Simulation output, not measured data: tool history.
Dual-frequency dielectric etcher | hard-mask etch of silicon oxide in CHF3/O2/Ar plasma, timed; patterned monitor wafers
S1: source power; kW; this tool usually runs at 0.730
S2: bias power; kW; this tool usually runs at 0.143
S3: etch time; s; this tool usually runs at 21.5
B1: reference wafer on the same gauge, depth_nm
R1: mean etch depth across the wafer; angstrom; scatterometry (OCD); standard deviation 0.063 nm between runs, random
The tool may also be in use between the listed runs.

Run 1, hour 0.0: usual settings; B1 41.49. Result: R1 411.7 angstrom.
Run 2, hour 53.7: usual settings; B1 41.49. Result: R1 412.4 angstrom.
Run 3, hour 88.9: usual settings but S2 0.155 kW; B1 41.50. Result: R1 426.2 angstrom.
Run 4, hour 129.0: usual settings but S2 0.155 kW; B1 41.49. Result: R1 428.4 angstrom.
Run 5, hour 186.9: usual settings; B1 41.50. Result: R1 412.7 angstrom.
At hour 260.6: source power generator calibrated.
Run 6, hour 261.1: usual settings; B1 41.48. Result: R1 429.9 angstrom.
Run 7, hour 306.9: usual settings but S1 0.780 kW; B1 41.49. Result: R1 448.2 angstrom.
At hour 349.8: upper electrode replaced.
Run 8, hour 350.3: usual settings but S1 0.780 kW; B1 41.48. Result: R1 446.3 angstrom.
Run 9, hour 363.4: usual settings but S3 17.5 s; B1 41.50. Result: R1 350.9 angstrom.
At hour 373.6: bias power generator calibrated.
At hour 373.6: gauge calibrated.
Run 10, hour 392.1: usual settings but S1 0.590 kW, S2 0.164 kW, S3 26.5 s; B1 41.50. Result: R1 480.1 angstrom.
Run 11, hour 430.3: usual settings; B1 41.50. Result: R1 422.7 angstrom.
At hour 512.4: wet clean of the chamber.
Run 12, hour 512.9: usual settings but S2 0.167 kW; B1 41.48. Result: R1 451.1 angstrom.
Run 13, hour 551.7: usual settings but S1 0.820 kW, S2 0.109 kW, S3 24.5 s; B1 41.50. Result: R1 458.9 angstrom.
Run 14, hour 605.3: usual settings but S2 0.108 kW; B1 41.48. Result: R1 372.4 angstrom.
Run 15, hour 666.8: usual settings; B1 41.51. Result: R1 422.0 angstrom.
Run 16, hour 729.8: usual settings but S1 0.860 kW; B1 41.51. Result: R1 464.6 angstrom.
Run 17, hour 789.2: usual settings but S1 0.820 kW, S2 0.154 kW, S3 24.0 s; B1 41.51. Result: R1 521.3 angstrom.

The same runs without the tool's hidden state, with the same run-to-run variation:
Hidden state at play: etch rate over this chamber's usual, %; source power that arrives over what is set, %; bias power that arrives over what is set, %; gauge reads high (%).
run     R1
  1  420.4
  2  421.0
  3  434.8
  4  436.9
  5  421.1
  6  420.8
  7  438.6
  8  436.6
  9  343.2
 10  477.9
 11  420.8
 12  449.3
 13  456.8
 14  370.9
 15  420.6
 16  463.1
 17  519.8
